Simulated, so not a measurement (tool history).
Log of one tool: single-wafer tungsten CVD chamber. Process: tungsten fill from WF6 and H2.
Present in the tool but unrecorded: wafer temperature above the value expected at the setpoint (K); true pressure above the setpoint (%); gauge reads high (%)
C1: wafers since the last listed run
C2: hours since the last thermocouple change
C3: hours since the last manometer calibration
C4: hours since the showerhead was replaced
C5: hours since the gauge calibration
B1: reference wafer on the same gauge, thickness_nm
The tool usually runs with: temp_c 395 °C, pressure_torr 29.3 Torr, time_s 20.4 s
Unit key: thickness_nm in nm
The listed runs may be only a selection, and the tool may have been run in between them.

{"run": 1, "hour": 0.0, "temp_c": 395, "pressure_torr": 29.3, "time_s": 20.4, "C1": 0, "C2": 1135.9, "C3": 694.1, "C4": 2267.2, "C5": 129.3, "B1": 57.658, "thickness_nm": 50.481}
{"run": 2, "hour": 30.7, "temp_c": 395, "pressure_torr": 29.3, "time_s": 20.4, "C1": 524, "C2": 1166.6, "C3": 724.8, "C4": 2297.9, "C5": 160.0, "B1": 57.737, "thickness_nm": 50.716}
{"run": 3, "hour": 59.8, "temp_c": 395, "pressure_torr": 29.3, "time_s": 20.4, "C1": 496, "C2": 1195.7, "C3": 753.9, "C4": 2327.0, "C5": 189.1, "B1": 57.694, "thickness_nm": 50.581}
{"run": 4, "hour": 85.6, "temp_c": 395, "pressure_torr": 29.3, "time_s": 20.4, "C1": 440, "C2": 1221.5, "C3": 779.7, "C4": 2352.8, "C5": 214.9, "B1": 57.793, "thickness_nm": 50.637}
{"run": 5, "hour": 106.8, "temp_c": 395, "pressure_torr": 29.3, "time_s": 20.4, "C1": 361, "C2": 1242.7, "C3": 800.9, "C4": 2374.0, "C5": 236.1, "B1": 57.697, "thickness_nm": 50.797}
{"run": 6, "hour": 134.1, "temp_c": 395, "pressure_torr": 29.3, "time_s": 22.6, "C1": 466, "C2": 1270.0, "C3": 828.2, "C4": 2401.3, "C5": 263.4, "B1": 57.702, "thickness_nm": 55.838}
{"run": 7, "hour": 153.6, "temp_c": 395, "pressure_torr": 29.3, "time_s": 22.6, "C1": 332, "C2": 1289.5, "C3": 847.7, "C4": 2420.8, "C5": 282.9, "B1": 57.752, "thickness_nm": 55.901}
{"run": 8, "hour": 168.7, "temp_c": 395, "pressure_torr": 29.3, "time_s": 22.6, "C1": 257, "C2": 1304.6, "C3": 862.8, "C4": 2435.9, "C5": 298.0, "B1": 57.649, "thickness_nm": 56.297}
{"run": 9, "hour": 186.6, "temp_c": 395, "pressure_torr": 29.3, "time_s": 20.4, "C1": 305, "C2": 1322.5, "C3": 880.7, "C4": 2453.8, "C5": 315.9, "B1": 57.746, "thickness_nm": 50.706}
{"hour": 200.7, "done": "thermocouple changed; heater temperature recalibrated"}
{"hour": 218.5, "done": "showerhead replaced"}
{"run": 10, "hour": 222.1, "temp_c": 395, "pressure_torr": 29.3, "time_s": 20.4, "C1": 332, "C2": 21.4, "C3": 916.2, "C4": 3.6, "C5": 351.4, "B1": 57.665, "thickness_nm": 50.68}
{"run": 11, "hour": 240.3, "temp_c": 386, "pressure_torr": 29.3, "time_s": 20.4, "C1": 310, "C2": 39.6, "C3": 934.4, "C4": 21.8, "C5": 369.6, "B1": 57.716, "thickness_nm": 43.754}
{"run": 12, "hour": 260.9, "temp_c": 386, "pressure_torr": 29.3, "time_s": 20.4, "C1": 351, "C2": 60.2, "C3": 955.0, "C4": 42.4, "C5": 390.2, "B1": 57.711, "thickness_nm": 43.827}
{"run": 13, "hour": 280.5, "temp_c": 386, "pressure_torr": 29.3, "time_s": 20.4, "C1": 334, "C2": 79.8, "C3": 974.6, "C4": 62.0, "C5": 409.8, "B1": 57.656, "thickness_nm": 43.104}
{"run": 14, "hour": 296.3, "temp_c": 404, "pressure_torr": 36.5, "time_s": 24.4, "C1": 269, "C2": 95.6, "C3": 990.4, "C4": 77.8, "C5": 425.6, "B1": 57.717, "thickness_nm": 75.718}
{"run": 15, "hour": 317.4, "temp_c": 395, "pressure_torr": 29.3, "time_s": 20.4, "C1": 360, "C2": 116.7, "C3": 1011.5, "C4": 98.9, "C5": 446.7, "B1": 57.649, "thickness_nm": 50.606}
{"run": 16, "hour": 338.0, "temp_c": 407, "pressure_torr": 33.2, "time_s": 16.4, "C1": 351, "C2": 137.3, "C3": 1032.1, "C4": 119.5, "C5": 467.3, "B1": 57.747, "thickness_nm": 51.678}
{"hour": 374.7, "done": "capacitance manometer re-zeroed and calibrated"}
{"run": 17, "hour": 375.2, "temp_c": 390, "pressure_torr": 32.7, "time_s": 23.1, "C1": 498, "C2": 174.5, "C3": 0.5, "C4": 156.7, "C5": 504.5, "B1": 57.715, "thickness_nm": 56.687}
{"run": 18, "hour": 385.6, "temp_c": 407, "pressure_torr": 33.2, "time_s": 16.4, "C1": 177, "C2": 184.9, "C3": 10.9, "C4": 167.1, "C5": 514.9, "B1": 57.704, "thickness_nm": 52.907}
{"run": 19, "hour": 403.3, "temp_c": 388, "pressure_torr": 22.9, "time_s": 18.0, "C1": 302, "C2": 202.6, "C3": 28.6, "C4": 184.8, "C5": 532.6, "B1": 57.636, "thickness_nm": 37.578}
{"hour": 417.6, "done": "gauge calibrated"}
{"run": 20, "hour": 420.0, "temp_c": 395, "pressure_torr": 29.3, "time_s": 20.4, "C1": 285, "C2": 219.3, "C3": 45.3, "C4": 201.5, "C5": 2.4, "B1": 57.687, "thickness_nm": 51.931}
{"run": 21, "hour": 445.5, "temp_c": 386, "pressure_torr": 29.3, "time_s": 21.8, "C1": 435, "C2": 244.8, "C3": 70.8, "C4": 227.0, "C5": 27.9, "B1": 57.739, "thickness_nm": 47.656}
{"run": 22, "hour": 460.6, "temp_c": 395, "pressure_torr": 35.4, "time_s": 20.4, "C1": 257, "C2": 259.9, "C3": 85.9, "C4": 242.1, "C5": 43.0, "B1": 57.786, "thickness_nm": 55.401}
{"run": 23, "hour": 476.7, "temp_c": 395, "pressure_torr": 36.5, "time_s": 17.3, "C1": 274, "C2": 276.0, "C3": 102.0, "C4": 258.2, "C5": 59.1, "B1": 57.709, "thickness_nm": 47.556}
{"run": 24, "hour": 492.7, "temp_c": 389, "pressure_torr": 29.3, "time_s": 18.7, "C1": 273, "C2": 292.0, "C3": 118.0, "C4": 274.2, "C5": 75.1, "B1": 57.681, "thickness_nm": 42.859}
{"run": 25, "hour": 506.4, "temp_c": 395, "pressure_torr": 29.3, "time_s": 20.4, "C1": 233, "C2": 305.7, "C3": 131.7, "C4": 287.9, "C5": 88.8, "B1": 57.65, "thickness_nm": 51.809}
{"run": 26, "hour": 530.9, "temp_c": 380, "pressure_torr": 36.1, "time_s": 16.5, "C1": 418, "C2": 330.2, "C3": 156.2, "C4": 312.4, "C5": 113.3, "B1": 57.662, "thickness_nm": 34.799}

4 options for the next run, each taken on its own from the tool as it stands now. Forecast them:
{"run": "A", "hour": 531.3, "temp_c": 395, "pressure_torr": 29.3, "time_s": 24.5, "C1": 6, "C2": 330.6, "C3": 156.6, "C4": 312.8, "C5": 113.7, "B1": "?", "thickness_nm": "?"}
{"run": "B", "hour": 531.3, "temp_c": 381, "pressure_torr": 33.4, "time_s": 20.4, "C1": 6, "C2": 330.6, "C3": 156.6, "C4": 312.8, "C5": 113.7, "B1": "?", "thickness_nm": "?"}
{"run": "C", "hour": 531.3, "temp_c": 403, "pressure_torr": 29.3, "time_s": 20.4, "C1": 6, "C2": 330.6, "C3": 156.6, "C4": 312.8, "C5": 113.7, "B1": "?", "thickness_nm": "?"}
{"run": "D", "hour": 531.3, "temp_c": 384, "pressure_torr": 29.3, "time_s": 18.0, "C1": 6, "C2": 330.6, "C3": 156.6, "C4": 312.8, "C5": 113.7, "B1": "?", "thickness_nm": "?"}

run=A B1=57.710 thickness_nm=62.098
run=B B1=57.710 thickness_nm=42.630
run=C B1=57.710 thickness_nm=58.820
run=D B1=57.710 thickness_nm=37.796
Without the tool's hidden state the same runs would have given:
run=A thickness_nm=62.648
run=B thickness_nm=43.002
run=C thickness_nm=59.341
run=D thickness_nm=38.131
